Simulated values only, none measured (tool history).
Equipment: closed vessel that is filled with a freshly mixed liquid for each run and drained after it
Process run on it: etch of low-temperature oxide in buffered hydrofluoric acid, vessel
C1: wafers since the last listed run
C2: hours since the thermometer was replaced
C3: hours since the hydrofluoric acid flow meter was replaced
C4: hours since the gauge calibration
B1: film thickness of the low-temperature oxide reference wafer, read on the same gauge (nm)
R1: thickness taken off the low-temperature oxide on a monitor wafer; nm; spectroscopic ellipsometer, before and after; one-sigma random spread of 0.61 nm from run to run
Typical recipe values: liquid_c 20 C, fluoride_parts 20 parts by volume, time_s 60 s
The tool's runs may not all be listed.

run 1 hour=0 | liquid_c=20 fluoride_parts=20 time_s=60 | C1=0 C2=1055.7 C3=9.6 C4=648.1 | B1=129.97 | R1=82.03
run 2 hour=22.1 | liquid_c=20 fluoride_parts=20 time_s=60 | C1=1491 C2=1077.8 C3=31.7 C4=670.2 | B1=129.99 | R1=81.33
run 3 hour=50.6 | liquid_c=20 fluoride_parts=20 time_s=60 | C1=1923 C2=1106.3 C3=60.2 C4=698.7 | B1=129.98 | R1=82.36
run 4 hour=65.5 | liquid_c=20 fluoride_parts=20 time_s=60 | C1=1005 C2=1121.2 C3=75.1 C4=713.6 | B1=130.02 | R1=84.03
run 5 hour=98.3 | liquid_c=20 fluoride_parts=20 time_s=60 | C1=2214 C2=1154 C3=107.9 C4=746.4 | B1=130.01 | R1=83.01
-- hour=123.1 thermometer replaced
run 6 hour=127.2 | liquid_c=20 fluoride_parts=20 time_s=60 | C1=1883 C2=4.1 C3=136.8 C4=775.3 | B1=130.01 | R1=84.11
run 7 hour=140.3 | liquid_c=20 fluoride_parts=20 time_s=60 | C1=884 C2=17.2 C3=149.9 C4=788.4 | B1=130 | R1=83.54
run 8 hour=166.6 | liquid_c=20 fluoride_parts=20 time_s=60 | C1=1775 C2=43.5 C3=176.2 C4=814.7 | B1=130 | R1=83.72
run 9 hour=187.1 | liquid_c=20 fluoride_parts=20 time_s=60 | C1=1383 C2=64 C3=196.7 C4=835.2 | B1=130.01 | R1=82.5
run 10 hour=214.6 | liquid_c=20 fluoride_parts=20 time_s=75 | C1=1856 C2=91.5 C3=224.2 C4=862.7 | B1=130.02 | R1=104.04
run 11 hour=244.5 | liquid_c=24.5 fluoride_parts=12.5 time_s=90 | C1=2018 C2=121.4 C3=254.1 C4=892.6 | B1=130 | R1=255.72
run 12 hour=268.8 | liquid_c=20 fluoride_parts=20 time_s=60 | C1=1640 C2=145.7 C3=278.4 C4=916.9 | B1=130.03 | R1=84.06
run 13 hour=283.6 | liquid_c=20 fluoride_parts=20 time_s=60 | C1=999 C2=160.5 C3=293.2 C4=931.7 | B1=129.99 | R1=84.38
run 14 hour=308.5 | liquid_c=20 fluoride_parts=15.5 time_s=35 | C1=1680 C2=185.4 C3=318.1 C4=956.6 | B1=130 | R1=63.01
run 15 hour=335.7 | liquid_c=17 fluoride_parts=12 time_s=30 | C1=1836 C2=212.6 C3=345.3 C4=983.8 | B1=130.02 | R1=58.72
run 16 hour=369 | liquid_c=17 fluoride_parts=12.5 time_s=50 | C1=2248 C2=245.9 C3=378.6 C4=1017.1 | B1=129.99 | R1=94.88
run 17 hour=385.8 | liquid_c=17.5 fluoride_parts=13 time_s=60 | C1=1134 C2=262.7 C3=395.4 C4=1033.9 | B1=130.02 | R1=110.87
run 18 hour=406.2 | liquid_c=18.5 fluoride_parts=14.5 time_s=60 | C1=1377 C2=283.1 C3=415.8 C4=1054.3 | B1=129.99 | R1=107.71
run 19 hour=434 | liquid_c=17.5 fluoride_parts=22 time_s=60 | C1=1876 C2=310.9 C3=443.6 C4=1082.1 | B1=130 | R1=68.29
run 20 hour=455.5 | liquid_c=20 fluoride_parts=20 time_s=60 | C1=1451 C2=332.4 C3=465.1 C4=1103.6 | B1=129.98 | R1=85.29
-- hour=466.9 gauge calibrated
-- hour=486.2 hydrofluoric acid flow meter replaced
run 21 hour=487.3 | liquid_c=20 fluoride_parts=20 time_s=40 | C1=2079 C2=364.2 C3=1.1 C4=20.4 | B1=129.99 | R1=54.64
run 22 hour=518.3 | liquid_c=17 fluoride_parts=24 time_s=60 | C1=2092 C2=395.2 C3=32.1 C4=51.4 | B1=129.99 | R1=61.02
run 23 hour=533.9 | liquid_c=20 fluoride_parts=20 time_s=60 | C1=1053 C2=410.8 C3=47.7 C4=67 | B1=129.97 | R1=82.08
run 24 hour=562.9 | liquid_c=20 fluoride_parts=25 time_s=60 | C1=1957 C2=439.8 C3=76.7 C4=96 | B1=129.98 | R1=71.09
run 25 hour=582.5 | liquid_c=20 fluoride_parts=20 time_s=60 | C1=1323 C2=459.4 C3=96.3 C4=115.6 | B1=130 | R1=83.06
run 26 hour=606.3 | liquid_c=20 fluoride_parts=20 time_s=90 | C1=1606 C2=483.2 C3=120.1 C4=139.4 | B1=129.97 | R1=125.02
run 27 hour=637.8 | liquid_c=20 fluoride_parts=20 time_s=45 | C1=2126 C2=514.7 C3=151.6 C4=170.9 | B1=130.01 | R1=61.82
run 28 hour=664.3 | liquid_c=25 fluoride_parts=24.5 time_s=45 | C1=1788 C2=541.2 C3=178.1 C4=197.4 | B1=130 | R1=70.65
run 29 hour=682.3 | liquid_c=20 fluoride_parts=20 time_s=60 | C1=1215 C2=559.2 C3=196.1 C4=215.4 | B1=130 | R1=83.08
run 30 hour=713.1 | liquid_c=18.5 fluoride_parts=20 time_s=60 | C1=2079 C2=590 C3=226.9 C4=246.2 | B1=130.02 | R1=75.89
run 31 hour=743.7 | liquid_c=23 fluoride_parts=27.5 time_s=40 | C1=2065 C2=620.6 C3=257.5 C4=276.8 | B1=129.97 | R1=52.58

For some of the steps in R1 from one run to the next: how much would appear even if the tool had no hidden state, given the settings, what came in and random variation, and how much remains for the hidden state plus any gauge scatter that the measured result and the result without hidden state don't share?
Hidden state present: liquid colder than its thermometer reads (K); hydrofluoric acid flow above the setpoint (%); gauge reads high (%).
Run 10 -> 11: liquid_c 20 -> 24.5, fluoride_parts 20 -> 12.5, time_s 75 -> 90. R1 +151.68 nm: hidden state +3.01, all else +148.67.
Run 11 -> 12: liquid_c 24.5 -> 20, fluoride_parts 12.5 -> 20, time_s 90 -> 60. R1 -171.66 nm: hidden state -3.03, all else -168.63.
Run 20 -> 21: time_s 60 -> 40, gauge calibrated, hydrofluoric acid flow meter replaced. R1 -30.65 nm: hidden state -2.81, all else -27.84.
Run 26 -> 27: time_s 90 -> 45. R1 -63.2 nm: hidden state -0.42, all else -62.78.
